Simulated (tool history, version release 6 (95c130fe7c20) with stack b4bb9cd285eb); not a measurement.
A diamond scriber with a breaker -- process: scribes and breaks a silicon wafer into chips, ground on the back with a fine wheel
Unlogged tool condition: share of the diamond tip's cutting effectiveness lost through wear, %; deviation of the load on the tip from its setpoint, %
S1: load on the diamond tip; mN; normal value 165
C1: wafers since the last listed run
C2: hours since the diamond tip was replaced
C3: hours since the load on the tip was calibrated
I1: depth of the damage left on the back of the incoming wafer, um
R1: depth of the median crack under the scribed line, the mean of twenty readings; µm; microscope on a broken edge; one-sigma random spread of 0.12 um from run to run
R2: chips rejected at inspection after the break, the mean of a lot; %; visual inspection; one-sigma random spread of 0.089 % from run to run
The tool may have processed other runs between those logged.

run	hour	S1	C1	C2	C3	I1	R1	R2
1	0.0	165	0	771.2	1539.9	2.61	9.88	5.73
2	9.2	165	35	780.4	1549.1	2.53	9.93	5.70
3	57.6	165	186	828.8	1597.5	2.01	9.39	6.27
4	74.5	165	65	845.7	1614.4	2.87	9.63	7.46
5	88.5	165	54	859.7	1628.4	1.82	9.49	6.01
6	101.1	165	48	872.3	1641.0	1.68	9.17	6.72
# hour 109.8: load on the tip recalibrated
# hour 113.7: diamond tip replaced by a new one
7	114.3	165	35	0.6	4.5	2.35	11.54	1.38
8	123.4	144	35	9.7	13.6	2.51	9.96	4.72
9	135.0	144	44	21.3	25.2	1.96	9.79	3.64
10	142.9	178	30	29.2	33.1	1.91	12.34	1.30
11	151.1	147	31	37.4	41.3	1.75	10.09	2.96
12	164.4	126	51	50.7	54.6	1.52	8.78	11.21
13	176.1	165	45	62.4	66.3	2.93	11.40	2.23
14	186.1	187	38	72.4	76.3	1.52	12.61	2.14
15	194.0	165	30	80.3	84.2	1.81	11.30	1.04
16	201.1	151	27	87.4	91.3	2.24	10.34	2.89
17	207.2	165	23	93.5	97.4	1.92	11.32	1.20
18	224.3	165	66	110.6	114.5	2.47	11.18	1.52
19	239.9	195	60	126.2	130.1	2.95	13.24	3.69

5 options for the next run, each taken on its own from the tool as it stands now. Forecast them:
A	240.4	165	1	126.7	130.6	1.74	?	?
B	240.4	152	1	126.7	130.6	1.74	?	?
C	240.4	190	1	126.7	130.6	1.74	?	?
D	240.4	132	1	126.7	130.6	1.74	?	?
E	240.4	117	1	126.7	130.6	1.74	?	?

run	R1	R2
A	11.33	1.08
B	10.52	2.41
C	12.83	2.64
D	9.19	8.85
E	8.13	18.44
Without the tool's hidden state the same runs would have given:
run	R1	R2
A	11.54	1.01
B	10.71	1.93
C	13.06	3.25
D	9.36	7.70
E	8.28	16.84
